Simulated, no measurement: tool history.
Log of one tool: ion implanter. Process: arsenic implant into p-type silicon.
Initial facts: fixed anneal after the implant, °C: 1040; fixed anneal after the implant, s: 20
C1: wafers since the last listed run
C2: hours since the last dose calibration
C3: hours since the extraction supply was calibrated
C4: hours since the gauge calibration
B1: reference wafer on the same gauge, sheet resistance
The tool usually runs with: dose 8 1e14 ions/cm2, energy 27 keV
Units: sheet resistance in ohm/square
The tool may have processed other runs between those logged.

Run 1, hour 0: usual settings; C1 0; C2 989.4; C3 2021; C4 88.6; B1 161.01. Result: sheet resistance 137.14 ohm/square.
Run 2, hour 9.5: usual settings; C1 141; C2 998.9; C3 2030.5; C4 98.1; B1 160.98. Result: sheet resistance 137.53 ohm/square.
Run 3, hour 19.7: usual settings; C1 151; C2 1009.1; C3 2040.7; C4 108.3; B1 160.99. Result: sheet resistance 137.59 ohm/square.
Run 4, hour 35: usual settings; C1 227; C2 1024.4; C3 2056; C4 123.6; B1 160.94. Result: sheet resistance 137.36 ohm/square.
Run 5, hour 47.4: usual settings; C1 184; C2 1036.8; C3 2068.4; C4 136; B1 160.95. Result: sheet resistance 137.63 ohm/square.
Run 6, hour 62.7: usual settings but energy 22.5 keV; C1 227; C2 1052.1; C3 2083.7; C4 151.3; B1 161.06. Result: sheet resistance 141.05 ohm/square.
Run 7, hour 69.1: usual settings but energy 22.5 keV; C1 95; C2 1058.5; C3 2090.1; C4 157.7; B1 160.98. Result: sheet resistance 141.45 ohm/square.
Run 8, hour 81.7: usual settings but energy 22.5 keV; C1 187; C2 1071.1; C3 2102.7; C4 170.3; B1 160.93. Result: sheet resistance 141.35 ohm/square.
Run 9, hour 89.7: usual settings; C1 118; C2 1079.1; C3 2110.7; C4 178.3; B1 161.02. Result: sheet resistance 137.62 ohm/square.
Run 10, hour 101.6: usual settings; C1 176; C2 1091; C3 2122.6; C4 190.2; B1 161. Result: sheet resistance 137.32 ohm/square.
Run 11, hour 118.8: usual settings; C1 255; C2 1108.2; C3 2139.8; C4 207.4; B1 161.01. Result: sheet resistance 137.91 ohm/square.
Run 12, hour 127.1: usual settings; C1 123; C2 1116.5; C3 2148.1; C4 215.7; B1 161.01. Result: sheet resistance 137.25 ohm/square.
Run 13, hour 133.7: usual settings; C1 98; C2 1123.1; C3 2154.7; C4 222.3; B1 160.96. Result: sheet resistance 137.03 ohm/square.
Run 14, hour 144.8: usual settings but energy 22 keV; C1 164; C2 1134.2; C3 2165.8; C4 233.4; B1 161.05. Result: sheet resistance 140.94 ohm/square.
Run 15, hour 153.9: usual settings but energy 35 keV; C1 135; C2 1143.3; C3 2174.9; C4 242.5; B1 160.96. Result: sheet resistance 132.15 ohm/square.
Run 16, hour 165.8: usual settings; C1 176; C2 1155.2; C3 2186.8; C4 254.4; B1 160.99. Result: sheet resistance 137.35 ohm/square.
Run 17, hour 173.2: usual settings; C1 109; C2 1162.6; C3 2194.2; C4 261.8; B1 160.94. Result: sheet resistance 137.26 ohm/square.
Run 18, hour 182.1: usual settings but dose 10.35 1e14 ions/cm2, energy 30.5 keV; C1 132; C2 1171.5; C3 2203.1; C4 270.7; B1 161.06. Result: sheet resistance 113.33 ohm/square.
Run 19, hour 189.5: usual settings but dose 9.36 1e14 ions/cm2, energy 31.5 keV; C1 109; C2 1178.9; C3 2210.5; C4 278.1; B1 161.02. Result: sheet resistance 120.49 ohm/square.
At hour 199.3: extraction supply calibrated.
At hour 201.4: Faraday cup replaced and dose calibrated.
Run 20, hour 201.9: usual settings but energy 30.5 keV; C1 34; C2 0.5; C3 2.6; C4 290.5; B1 161.08. Result: sheet resistance 139.68 ohm/square.
At hour 219.9: gauge calibrated.
Run 21, hour 247.2: usual settings but dose 9.07 1e14 ions/cm2, energy 18.5 keV; C1 672; C2 45.8; C3 47.9; C4 27.3; B1 161.02. Result: sheet resistance 136.25 ohm/square.
Run 22, hour 253.5: usual settings; C1 93; C2 52.1; C3 54.2; C4 33.6; B1 161.02. Result: sheet resistance 142.04 ohm/square.
Run 23, hour 266.8: usual settings; C1 197; C2 65.4; C3 67.5; C4 46.9; B1 160.96. Result: sheet resistance 141.43 ohm/square.
Run 24, hour 274.1: usual settings but dose 9.67 1e14 ions/cm2, energy 24.5 keV; C1 108; C2 72.7; C3 74.8; C4 54.2; B1 160.97. Result: sheet resistance 125.93 ohm/square.
Run 25, hour 283.5: usual settings; C1 139; C2 82.1; C3 84.2; C4 63.6; B1 161. Result: sheet resistance 141.4 ohm/square.
Run 26, hour 292: usual settings but dose 6.11 1e14 ions/cm2; C1 126; C2 90.6; C3 92.7; C4 72.1; B1 161.02. Result: sheet resistance 172.22 ohm/square.

Here are 4 independent what-if runs from the current tool condition. What would each one return?
Run A, hour 292.4: usual settings; C1 5; C2 91; C3 93.1; C4 72.5; B1 ?. Result: sheet resistance ?.
Run B, hour 292.4: usual settings but dose 6.72 1e14 ions/cm2, energy 30 keV; C1 5; C2 91; C3 93.1; C4 72.5; B1 ?. Result: sheet resistance ?.
Run C, hour 292.4: usual settings but dose 7.03 1e14 ions/cm2, energy 30.5 keV; C1 5; C2 91; C3 93.1; C4 72.5; B1 ?. Result: sheet resistance ?.
Run D, hour 292.4: usual settings but dose 9.04 1e14 ions/cm2, energy 22.5 keV; C1 5; C2 91; C3 93.1; C4 72.5; B1 ?. Result: sheet resistance ?.

run      B1  sheet resistance
  A  161.04             141.3
  B  161.04            158.17
  C  161.04            152.59
  D  161.04            133.07
Had the tool no hidden state, the same runs would have come out as:
run  sheet resistance
  A               142
  B            158.99
  C            153.38
  D            133.69
